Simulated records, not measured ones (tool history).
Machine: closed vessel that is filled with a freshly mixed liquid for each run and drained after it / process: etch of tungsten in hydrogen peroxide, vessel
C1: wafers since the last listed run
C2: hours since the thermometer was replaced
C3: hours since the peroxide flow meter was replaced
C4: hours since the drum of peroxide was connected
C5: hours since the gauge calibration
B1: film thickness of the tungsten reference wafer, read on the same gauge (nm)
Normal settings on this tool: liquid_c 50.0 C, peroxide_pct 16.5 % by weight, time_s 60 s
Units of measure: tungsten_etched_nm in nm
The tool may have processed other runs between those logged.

Run 1, hour 0.0: usual settings; C1 0; C2 1013.6; C3 1513.9; C4 138.3; C5 475.9; B1 70.02. Result: tungsten_etched_nm 73.74 nm.
Run 2, hour 29.3: usual settings but liquid_c 55.5 C, time_s 80 s; C1 2020; C2 1042.9; C3 1543.2; C4 167.6; C5 505.2; B1 69.97. Result: tungsten_etched_nm 134.45 nm.
Run 3, hour 62.9: usual settings but liquid_c 52.5 C; C1 2316; C2 1076.5; C3 1576.8; C4 201.2; C5 538.8; B1 70.00. Result: tungsten_etched_nm 86.63 nm.
Run 4, hour 89.6: usual settings but liquid_c 52.5 C; C1 1840; C2 1103.2; C3 1603.5; C4 227.9; C5 565.5; B1 70.00. Result: tungsten_etched_nm 84.84 nm.
Run 5, hour 113.8: usual settings but liquid_c 52.5 C; C1 1668; C2 1127.4; C3 1627.7; C4 252.1; C5 589.7; B1 69.99. Result: tungsten_etched_nm 83.54 nm.
Run 6, hour 133.6: usual settings; C1 1365; C2 1147.2; C3 1647.5; C4 271.9; C5 609.5; B1 70.02. Result: tungsten_etched_nm 73.26 nm.
Run 7, hour 151.1: usual settings; C1 1206; C2 1164.7; C3 1665.0; C4 289.4; C5 627.0; B1 70.00. Result: tungsten_etched_nm 73.11 nm.
Run 8, hour 194.9: usual settings; C1 3019; C2 1208.5; C3 1708.8; C4 333.2; C5 670.8; B1 70.01. Result: tungsten_etched_nm 72.24 nm.
Run 9, hour 207.1: usual settings; C1 841; C2 1220.7; C3 1721.0; C4 345.4; C5 683.0; B1 69.99. Result: tungsten_etched_nm 72.59 nm.
Run 10, hour 238.1: usual settings; C1 2137; C2 1251.7; C3 1752.0; C4 376.4; C5 714.0; B1 70.00. Result: tungsten_etched_nm 72.39 nm.
At hour 252.9: thermometer replaced.
Run 11, hour 258.5: usual settings; C1 1337; C2 5.6; C3 1772.4; C4 396.8; C5 734.4; B1 69.98. Result: tungsten_etched_nm 71.60 nm.
At hour 281.8: gauge calibrated.
Run 12, hour 286.8: usual settings; C1 1951; C2 33.9; C3 1800.7; C4 425.1; C5 5.0; B1 70.00. Result: tungsten_etched_nm 71.78 nm.
At hour 304.5: peroxide flow meter replaced.
Run 13, hour 320.4: usual settings; C1 2247; C2 67.5; C3 15.9; C4 458.7; C5 38.6; B1 70.01. Result: tungsten_etched_nm 72.96 nm.
Run 14, hour 335.7: usual settings; C1 1054; C2 82.8; C3 31.2; C4 474.0; C5 53.9; B1 70.01. Result: tungsten_etched_nm 72.02 nm.
Run 15, hour 357.4: usual settings; C1 1496; C2 104.5; C3 52.9; C4 495.7; C5 75.6; B1 70.01. Result: tungsten_etched_nm 73.02 nm.
Run 16, hour 384.7: usual settings but peroxide_pct 14.0 % by weight, time_s 85 s; C1 1882; C2 131.8; C3 80.2; C4 523.0; C5 102.9; B1 69.98. Result: tungsten_etched_nm 93.51 nm.
Run 17, hour 398.8: usual settings but peroxide_pct 19.0 % by weight; C1 972; C2 145.9; C3 94.3; C4 537.1; C5 117.0; B1 69.97. Result: tungsten_etched_nm 78.19 nm.
Run 18, hour 416.3: usual settings but peroxide_pct 20.0 % by weight, time_s 70 s; C1 1206; C2 163.4; C3 111.8; C4 554.6; C5 134.5; B1 70.02. Result: tungsten_etched_nm 91.92 nm.
Run 19, hour 490.7: usual settings but liquid_c 58.0 C, time_s 75 s; C1 5129; C2 237.8; C3 186.2; C4 629.0; C5 208.9; B1 69.99. Result: tungsten_etched_nm 143.35 nm.
Run 20, hour 520.9: usual settings; C1 2082; C2 268.0; C3 216.4; C4 659.2; C5 239.1; B1 70.04. Result: tungsten_etched_nm 71.64 nm.
Run 21, hour 534.8: usual settings but peroxide_pct 20.5 % by weight; C1 958; C2 281.9; C3 230.3; C4 673.1; C5 253.0; B1 69.95. Result: tungsten_etched_nm 78.96 nm.
Run 22, hour 561.1: usual settings but liquid_c 58.5 C, time_s 75 s; C1 1813; C2 308.2; C3 256.6; C4 699.4; C5 279.3; B1 69.98. Result: tungsten_etched_nm 148.79 nm.
At hour 589.4: new drum of peroxide connected.
Run 23, hour 595.1: usual settings but liquid_c 56.5 C, peroxide_pct 20.5 % by weight, time_s 80 s; C1 2275; C2 342.2; C3 290.6; C4 5.7; C5 313.3; B1 70.01. Result: tungsten_etched_nm 161.85 nm.
Run 24, hour 608.2: usual settings; C1 903; C2 355.3; C3 303.7; C4 18.8; C5 326.4; B1 69.98. Result: tungsten_etched_nm 74.44 nm.
Run 25, hour 637.0: usual settings but liquid_c 59.0 C, peroxide_pct 12.0 % by weight, time_s 85 s; C1 1985; C2 384.1; C3 332.5; C4 47.6; C5 355.2; B1 70.01. Result: tungsten_etched_nm 154.42 nm.
Run 26, hour 670.5: usual settings; C1 2309; C2 417.6; C3 366.0; C4 81.1; C5 388.7; B1 70.01. Result: tungsten_etched_nm 73.26 nm.
Run 27, hour 683.6: usual settings but peroxide_pct 14.0 % by weight, time_s 85 s; C1 903; C2 430.7; C3 379.1; C4 94.2; C5 401.8; B1 70.03. Result: tungsten_etched_nm 96.89 nm.
Run 28, hour 704.0: usual settings but liquid_c 53.0 C, peroxide_pct 20.5 % by weight; C1 1406; C2 451.1; C3 399.5; C4 114.6; C5 422.2; B1 69.98. Result: tungsten_etched_nm 100.26 nm.
Run 29, hour 718.9: usual settings; C1 1027; C2 466.0; C3 414.4; C4 129.5; C5 437.1; B1 69.99. Result: tungsten_etched_nm 74.57 nm.
Run 30, hour 747.7: usual settings but peroxide_pct 12.0 % by weight, time_s 50 s; C1 1985; C2 494.8; C3 443.2; C4 158.3; C5 465.9; B1 69.94. Result: tungsten_etched_nm 52.03 nm.

Take each entry between the runs: how does the hidden state at the last listed run before it differ from the hidden state at the first listed run after it?
Logged between run 10 and run 11: thermometer replaced (hour 252.9)
  peroxide weaker than its label (%): 5.41 -> 5.64
  difference, measured minus the result without the unlogged condition, tungsten_etched_nm: -2.04 -> -2.11 nm
Logged between run 11 and run 12: gauge calibrated (hour 281.8)
  peroxide weaker than its label (%): 5.64 -> 5.95
  difference, measured minus the result without the unlogged condition, tungsten_etched_nm: -2.11 -> -2.23 nm
Logged between run 12 and run 13: peroxide flow meter replaced (hour 304.5)
  peroxide weaker than its label (%): 5.95 -> 6.32
  difference, measured minus the result without the unlogged condition, tungsten_etched_nm: -2.23 -> -2.42 nm
Logged between run 22 and run 23: new drum of peroxide connected (hour 589.4)
  peroxide weaker than its label (%): 8.97 -> 0.2
  difference, measured minus the result without the unlogged condition, tungsten_etched_nm: -7.15 -> -0.16 nm
